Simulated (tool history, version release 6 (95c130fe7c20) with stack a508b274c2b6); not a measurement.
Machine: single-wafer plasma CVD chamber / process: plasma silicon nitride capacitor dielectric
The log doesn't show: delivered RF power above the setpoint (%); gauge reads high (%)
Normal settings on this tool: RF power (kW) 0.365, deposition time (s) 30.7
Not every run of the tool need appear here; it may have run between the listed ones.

run,hour,RF power (kW),deposition time (s),wafers since the last listed run,hours since the last RF generator calibration,hours since the showerhead was replaced,hours since the gauge calibration,"read-back reference wafer on the same gauge, thickness_nm",mean film thickness on the monitor wafer (angstrom)
1,0,0.365,30.7,0,1988.5,5025.6,348,38.543,411.41
2,35.8,0.365,30.7,807,2024.3,5061.4,383.8,38.514,413.47
3,49.4,0.365,30.7,306,2037.9,5075,397.4,38.478,415.13
4,72.6,0.365,30.7,523,2061.1,5098.2,420.6,38.539,414.56
5,105.6,0.395,30.7,744,2094.1,5131.2,453.6,38.503,421.82
6,207.8,0.395,30.7,2304,2196.3,5233.4,555.8,38.528,422.47
7,242.4,0.365,30.7,780,2230.9,5268,590.4,38.528,414.43
8,272,0.365,30.7,667,2260.5,5297.6,620,38.496,410.57
9,302.7,0.365,30.7,692,2291.2,5328.3,650.7,38.447,411.49
10,333,0.365,30.7,683,2321.5,5358.6,681,38.556,413.61
11,359.7,0.365,30.7,602,2348.2,5385.3,707.7,38.493,411.12
12,392.6,0.365,30.7,741,2381.1,5418.2,740.6,38.511,413.91
13,416.1,0.365,30.7,529,2404.6,5441.7,764.1,38.547,411.75
# hour 443.2: RF generator calibrated
14,443.7,0.365,30.7,442,0.5,5469.3,791.7,38.484,410.57
15,457.5,0.365,30.7,311,14.3,5483.1,805.5,38.539,413.32
16,487.8,0.365,30.7,683,44.6,5513.4,835.8,38.482,414.47
17,511.8,0.365,30.7,541,68.6,5537.4,859.8,38.561,411.02
18,529.1,0.365,30.7,390,85.9,5554.7,877.1,38.536,413.36
19,559.8,0.365,30.7,692,116.6,5585.4,907.8,38.53,414.54
20,591.6,0.365,30.7,717,148.4,5617.2,939.6,38.521,417
# hour 601.9: gauge calibrated
21,611.1,0.32,30.7,439,167.9,5636.7,9.2,38.504,397.41
22,642,0.42,29.1,696,198.8,5667.6,40.1,38.512,406.92
23,670.4,0.365,30.7,640,227.2,5696,68.5,38.549,408.84
24,693.1,0.43,24.9,511,249.9,5718.7,91.2,38.465,349.24
25,715.2,0.365,30.7,498,272,5740.8,113.3,38.466,413.65
26,743.9,0.325,30.7,647,300.7,5769.5,142,38.537,399.13
27,759,0.365,30.7,340,315.8,5784.6,157.1,38.527,414.46
# hour 788.6: showerhead replaced
28,791.7,0.405,36.6,557,348.5,3.1,189.8,38.484,511.4
29,823.2,0.31,30.7,710,380,34.6,221.3,38.499,396.33
30,858.1,0.365,30.7,787,414.9,69.5,256.2,38.55,410.46

Forecast run 31:
31,897.3,0.365,36.3,884,454.1,108.7,295.4,?,?

read-back reference wafer on the same gauge, thickness_nm: 38.477
mean film thickness on the monitor wafer (angstrom): 491.8
With no hidden state in the tool, this same run would have given mean film thickness on the monitor wafer (angstrom) 491.8.

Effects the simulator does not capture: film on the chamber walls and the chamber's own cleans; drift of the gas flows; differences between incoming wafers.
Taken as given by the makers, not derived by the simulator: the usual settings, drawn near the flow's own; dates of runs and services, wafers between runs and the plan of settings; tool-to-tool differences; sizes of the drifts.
